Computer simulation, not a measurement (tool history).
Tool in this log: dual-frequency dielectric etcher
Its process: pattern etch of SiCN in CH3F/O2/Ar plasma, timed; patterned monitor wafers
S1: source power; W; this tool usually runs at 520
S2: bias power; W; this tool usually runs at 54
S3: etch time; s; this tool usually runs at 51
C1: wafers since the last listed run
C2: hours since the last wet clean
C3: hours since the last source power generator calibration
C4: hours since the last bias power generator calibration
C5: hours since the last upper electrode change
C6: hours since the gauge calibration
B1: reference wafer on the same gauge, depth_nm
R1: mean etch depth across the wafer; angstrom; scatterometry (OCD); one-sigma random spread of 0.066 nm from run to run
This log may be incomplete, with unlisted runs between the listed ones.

run	hour	S1	S2	S3	C1	C2	C3	C4	C5	C6	B1	R1
1	0	520	54	51	0	557	1813.4	3214.4	3794	913.2	19.41	200.3
2	80.5	520	54	51	1164	637.5	1893.9	3294.9	3874.5	993.7	19.39	200.1
# hour 150.5: wet clean of the chamber
3	160.3	520	54	51	807	9.8	1973.7	3374.7	3954.3	1073.5	19.4	200.4
4	234.1	520	54	51	1067	83.6	2047.5	3448.5	4028.1	1147.3	19.4	199.8
5	272.7	520	54	51	558	122.2	2086.1	3487.1	4066.7	1185.9	19.39	199.6
6	417.6	520	54	51	2096	267.1	2231	3632	4211.6	1330.8	19.4	199
7	699.1	520	54	51	4073	548.6	2512.5	3913.5	4493.1	1612.3	19.41	200.1
# hour 721.8: bias power generator calibrated
# hour 759.5: wet clean of the chamber
8	760	520	54	51	476	0.5	2573.4	38.2	4554	1673.2	19.4	200.8
9	837.5	520	54	58.5	1121	78	2650.9	115.7	4631.5	1750.7	19.41	230.2
# hour 939.2: source power generator calibrated
10	1159.2	520	60	51	4596	399.7	220	437.4	4953.2	2072.4	19.4	204.5
11	1224.4	520	60	51	943	464.9	285.2	502.6	5018.4	2137.6	19.4	202.8
# hour 1271.2: gauge calibrated
# hour 1300.3: upper electrode replaced
12	1332	520	54	51	1209	572.5	392.8	610.2	31.7	60.8	19.39	195.1
13	1374.4	520	54	51	613	614.9	435.2	652.6	74.1	103.2	19.4	193.7
# hour 1402.3: source power generator calibrated, repeated, since the last time left the tool worse
# hour 1408.2: wet clean of the chamber
14	1476.9	650	50	51	1340	68.7	74.6	755.1	176.6	205.7	19.39	207.1
15	1584.1	520	58	51	1551	175.9	181.8	862.3	283.8	312.9	19.4	204.5
16	1675.1	590	63	37	1316	266.9	272.8	953.3	374.8	403.9	19.41	159.4
17	1732.6	520	54	51	831	324.4	330.3	1010.8	432.3	461.4	19.39	198.3
18	1832.3	620	47	60.5	1442	424.1	430	1110.5	532	561.1	19.4	235.7
19	1901.3	590	47	61	998	493.1	499	1179.5	601	630.1	19.4	234.3
# hour 1994.8: wet clean of the chamber
20	1995.3	640	50	51	1012	0.5	593	1273.5	695	724.1	19.4	206.6
21	2088.6	520	49	51	1349	93.8	686.3	1366.8	788.3	817.4	19.4	192.1
22	2187.8	520	54	51	1435	193	785.5	1466	887.5	916.6	19.4	199.4
23	2259.9	430	54	35.5	1043	265.1	857.6	1538.1	959.6	988.7	19.41	130
24	2358.3	520	46	51	1423	363.5	956	1636.5	1058	1087.1	19.41	186.1
25	2408.1	520	44	42.5	720	413.3	1005.8	1686.3	1107.8	1136.9	19.39	152.4
26	2487.5	520	54	51	1148	492.7	1085.2	1765.7	1187.2	1216.3	19.4	198.7
27	2543.1	520	54	51	804	548.3	1140.8	1821.3	1242.8	1271.9	19.42	199.8
# hour 2632.4: wet clean of the chamber
28	2821.5	520	45	51	3680	189.1	1419.2	2099.7	1521.2	1550.3	19.39	185.5
29	2879.3	440	49	66	836	246.9	1477	2157.5	1579	1608.1	19.41	236

Table of differences, measured result less the result of that run with no hidden state. Run-to-run variation is the same in both. Gauge scatter possibly is not:
Unlogged tool condition in this case: etch rate over this chamber's usual, %; source power that arrives over what is set, %; bias power that arrives over what is set, %; gauge reads high (%).
run	R1
1	+1.4
2	+1.5
3	+1.6
4	+1.6
5	+1.6
6	+1.7
7	+1.9
8	+1.9
9	+2.3
10	-4.3
11	-4.2
12	-4
13	-4
14	-0.1
15	+0
16	+0
17	+0.1
18	+0.2
19	+0.3
20	+0.3
21	+0.4
22	+0.4
23	+0.3
24	+0.5
25	+0.5
26	+0.6
27	+0.7
28	+0.8
29	+1.1
